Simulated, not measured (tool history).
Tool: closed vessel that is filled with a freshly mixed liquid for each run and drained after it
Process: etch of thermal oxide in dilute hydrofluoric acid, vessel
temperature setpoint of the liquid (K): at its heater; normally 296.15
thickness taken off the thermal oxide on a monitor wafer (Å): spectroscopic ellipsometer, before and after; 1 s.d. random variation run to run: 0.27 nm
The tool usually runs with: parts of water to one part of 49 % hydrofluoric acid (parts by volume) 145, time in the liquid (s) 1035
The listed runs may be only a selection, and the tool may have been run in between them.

run    hour  temperature setpoint of the liquid (K)  parts of water to one part of 49 % hydrofluoric acid (parts by volume)  time in the liquid (s)  read-back film thickness of the thermal oxide reference wafer, read on the same gauge (nm)  thickness taken off the thermal oxide on a monitor wafer (Å)
  1     0.0                                  299.15                                                                     145                    1035                                                                                      150.03                                                         329.6
  2    77.0                                  296.15                                                                      90                     805                                                                                      149.95                                                         383.5
  3   131.0                                  296.15                                                                      90                     805                                                                                      149.98                                                         384.0
  4   174.7                                  296.15                                                                     145                    1035                                                                                      149.97                                                         291.1
  5   278.0                                  296.15                                                                     145                    1035                                                                                      149.99                                                         278.4
  6   346.5                                  296.15                                                                     145                    1035                                                                                      149.98                                                         280.0
  7   386.9                                  296.15                                                                     145                    1035                                                                                      149.97                                                         283.4
  8   445.7                                  296.15                                                                     145                    1035                                                                                      150.04                                                         279.2
  9   485.5                                  296.15                                                                     165                    1035                                                                                      150.02                                                         234.8
 10   575.5                                  296.15                                                                     165                    1035                                                                                      149.97                                                         232.4
      582.1  -- thermometer replaced
 11   645.2                                  296.15                                                                     145                     670                                                                                      150.00                                                         187.2
      677.8  -- hydrofluoric acid flow meter replaced
      698.8  -- gauge calibrated
 12   751.5                                  296.15                                                                     145                     760                                                                                      149.98                                                         231.2
 13   823.8                                  296.15                                                                     145                     760                                                                                      150.04                                                         229.8
 14   862.6                                  296.15                                                                     145                     760                                                                                      149.99                                                         228.1
 15   905.7                                  293.15                                                                     105                     505                                                                                      149.96                                                         192.3
 16  1003.7                                  296.15                                                                     145                     760                                                                                      149.99                                                         224.4
 17  1078.6                                  292.65                                                                     205                    1035                                                                                      149.99                                                         173.0
 18  1136.9                                  291.65                                                                     125                    1035                                                                                      150.02                                                         297.5
 19  1190.3                                  296.15                                                                     110                    1035                                                                                      150.02                                                         405.7
 20  1259.3                                  296.15                                                                     145                    1035                                                                                      150.00                                                         293.7
 21  1357.9                                  296.15                                                                     145                    1035                                                                                      150.02                                                         287.9
 22  1453.4                                  296.15                                                                     145                    1035                                                                                      149.98                                                         284.8
     1516.3  -- hydrofluoric acid flow meter replaced
 23  1639.3                                  294.65                                                                     110                    1550                                                                                      150.00                                                         583.6
 24  1703.0                                  293.15                                                                     145                    1035                                                                                      150.01                                                         270.9
 25  1805.4                                  300.15                                                                      85                    1255                                                                                      150.00                                                         775.1
 26  1910.3                                  296.15                                                                     145                    1455                                                                                      149.99                                                         410.9
 27  1982.6                                  296.15                                                                     190                    1035                                                                                      150.00                                                         209.8
 28  2058.3                                  300.65                                                                     175                    1300                                                                                      149.99                                                         340.9
 29  2140.8                                  296.15                                                                     190                    1035                                                                                      150.01                                                         208.3
 30  2239.3                                  296.15                                                                     125                     860                                                                                      150.07                                                         274.5
     2267.3  -- gauge calibrated
 31  2288.1                                  296.15                                                                     185                    1035                                                                                      150.02                                                         206.6
     2306.6  -- hydrofluoric acid flow meter replaced
 32  2362.6                                  296.15                                                                     145                    1350                                                                                      149.99                                                         389.9

Give the tool's hidden conditions for every run:
gauge reads high (%): 0 across all the runs
H1: liquid colder than its thermometer reads (K)
H2: hydrofluoric acid flow below the setpoint (%)
run     H1    H2
  1   1.72  2.41
  2   1.78  3.19
  3   1.82  3.73
  4   1.86  4.18
  5   1.94  5.22
  6   1.99  5.92
  7   2.03  6.32
  8   2.07  6.92
  9    2.1  7.32
 10   2.17  8.23
 11  0.127  8.94
 12   0.21  1.38
 13  0.267  2.11
 14  0.298   2.5
 15  0.331  2.94
 16  0.408  3.93
 17  0.467  4.69
 18  0.513  5.28
 19  0.555  5.82
 20  0.609  6.52
 21  0.686  7.52
 22  0.761  8.48
 23  0.907  2.11
 24  0.957  2.76
 25   1.04  3.79
 26   1.12  4.85
 27   1.18  5.59
 28   1.24  6.35
 29    1.3  7.19
 30   1.38  8.18
 31   1.42  8.68
 32   1.48  1.44
